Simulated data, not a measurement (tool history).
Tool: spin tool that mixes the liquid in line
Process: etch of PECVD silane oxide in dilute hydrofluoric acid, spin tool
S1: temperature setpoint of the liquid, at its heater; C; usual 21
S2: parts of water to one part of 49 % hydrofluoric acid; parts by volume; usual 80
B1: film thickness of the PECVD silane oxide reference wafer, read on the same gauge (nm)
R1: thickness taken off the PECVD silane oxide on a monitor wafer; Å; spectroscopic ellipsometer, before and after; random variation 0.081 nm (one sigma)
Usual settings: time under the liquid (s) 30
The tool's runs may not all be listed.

run 1 day=0 | S1=21 S2=80 time_under_the_liquid_(s)=40 | B1=50 | R1=190.8
run 2 day=1.083 | S1=21 S2=80 time_under_the_liquid_(s)=30 | B1=50.01 | R1=141.7
-- day=1.804 gauge calibrated
run 3 day=2.583 | S1=21 S2=80 time_under_the_liquid_(s)=30 | B1=49.99 | R1=141.5
run 4 day=3.604 | S1=21 S2=80 time_under_the_liquid_(s)=30 | B1=49.98 | R1=141.2
run 5 day=4.162 | S1=21 S2=80 time_under_the_liquid_(s)=30 | B1=49.99 | R1=140.2
run 6 day=5.117 | S1=21 S2=80 time_under_the_liquid_(s)=30 | B1=50.04 | R1=140.5
run 7 day=5.9 | S1=21 S2=80 time_under_the_liquid_(s)=30 | B1=49.97 | R1=141.4
run 8 day=6.775 | S1=21 S2=80 time_under_the_liquid_(s)=30 | B1=50 | R1=140.9
run 9 day=8.6 | S1=21 S2=105 time_under_the_liquid_(s)=35 | B1=50.01 | R1=121.1
run 10 day=9.175 | S1=21 S2=105 time_under_the_liquid_(s)=35 | B1=49.95 | R1=120.2
run 11 day=10.008 | S1=21 S2=80 time_under_the_liquid_(s)=30 | B1=50.07 | R1=140.5
run 12 day=11.125 | S1=21 S2=80 time_under_the_liquid_(s)=30 | B1=49.99 | R1=141
run 13 day=11.812 | S1=21 S2=80 time_under_the_liquid_(s)=30 | B1=50.03 | R1=139.9
run 14 day=13.088 | S1=21 S2=80 time_under_the_liquid_(s)=30 | B1=50.03 | R1=141.6
run 15 day=13.967 | S1=21 S2=80 time_under_the_liquid_(s)=30 | B1=50 | R1=139.7
run 16 day=14.538 | S1=21 S2=80 time_under_the_liquid_(s)=30 | B1=49.98 | R1=139.6
-- day=15.054 thermometer replaced
run 17 day=15.125 | S1=21 S2=80 time_under_the_liquid_(s)=30 | B1=49.96 | R1=140.6
run 18 day=16.017 | S1=22.5 S2=110 time_under_the_liquid_(s)=40 | B1=50.01 | R1=139.7
-- day=16.879 hydrofluoric acid flow meter replaced
run 19 day=17.425 | S1=21 S2=80 time_under_the_liquid_(s)=30 | B1=49.99 | R1=142.6
-- day=18.379 gauge calibrated
run 20 day=18.558 | S1=17 S2=80 time_under_the_liquid_(s)=45 | B1=50 | R1=182.6
run 21 day=19.529 | S1=21 S2=65 time_under_the_liquid_(s)=30 | B1=50.04 | R1=179.8
run 22 day=20.612 | S1=21 S2=120 time_under_the_liquid_(s)=45 | B1=49.99 | R1=135.4
run 23 day=21.254 | S1=19 S2=80 time_under_the_liquid_(s)=30 | B1=49.98 | R1=130.4
run 24 day=22.188 | S1=17 S2=80 time_under_the_liquid_(s)=30 | B1=50 | R1=121
run 25 day=23.271 | S1=21 S2=65 time_under_the_liquid_(s)=30 | B1=50.01 | R1=177.2
run 26 day=24.696 | S1=21 S2=50 time_under_the_liquid_(s)=30 | B1=50.01 | R1=235.3
run 27 day=25.904 | S1=23.5 S2=80 time_under_the_liquid_(s)=30 | B1=50.02 | R1=156.4
run 28 day=26.521 | S1=17.5 S2=40 time_under_the_liquid_(s)=20 | B1=50.04 | R1=170.3
run 29 day=30.492 | S1=21 S2=80 time_under_the_liquid_(s)=20 | B1=50.07 | R1=93.8
run 30 day=31.421 | S1=23 S2=80 time_under_the_liquid_(s)=30 | B1=50.03 | R1=152.6
run 31 day=32.083 | S1=25.5 S2=40 time_under_the_liquid_(s)=20 | B1=50.02 | R1=238.6
run 32 day=32.675 | S1=24.5 S2=50 time_under_the_liquid_(s)=40 | B1=50 | R1=360.3

4 ways to go on from here, each from the tool as it stands after run 32. What would each give?
run A day=32.692 | S1=21 S2=80 time_under_the_liquid_(s)=30 | B1=? | R1=?
run B day=32.692 | S1=21 S2=55 time_under_the_liquid_(s)=30 | B1=? | R1=?
run C day=32.692 | S1=17.5 S2=40 time_under_the_liquid_(s)=30 | B1=? | R1=?
run D day=32.692 | S1=22.5 S2=110 time_under_the_liquid_(s)=30 | B1=? | R1=?

run=A B1=49.95 R1=141.1
run=B B1=49.95 R1=211.6
run=C B1=49.95 R1=255.1
run=D B1=49.95 R1=105.2
Without the tool's hidden state the same runs would have given:
run=A R1=143.5
run=B R1=215.1
run=C R1=259.2
run=D R1=107.1
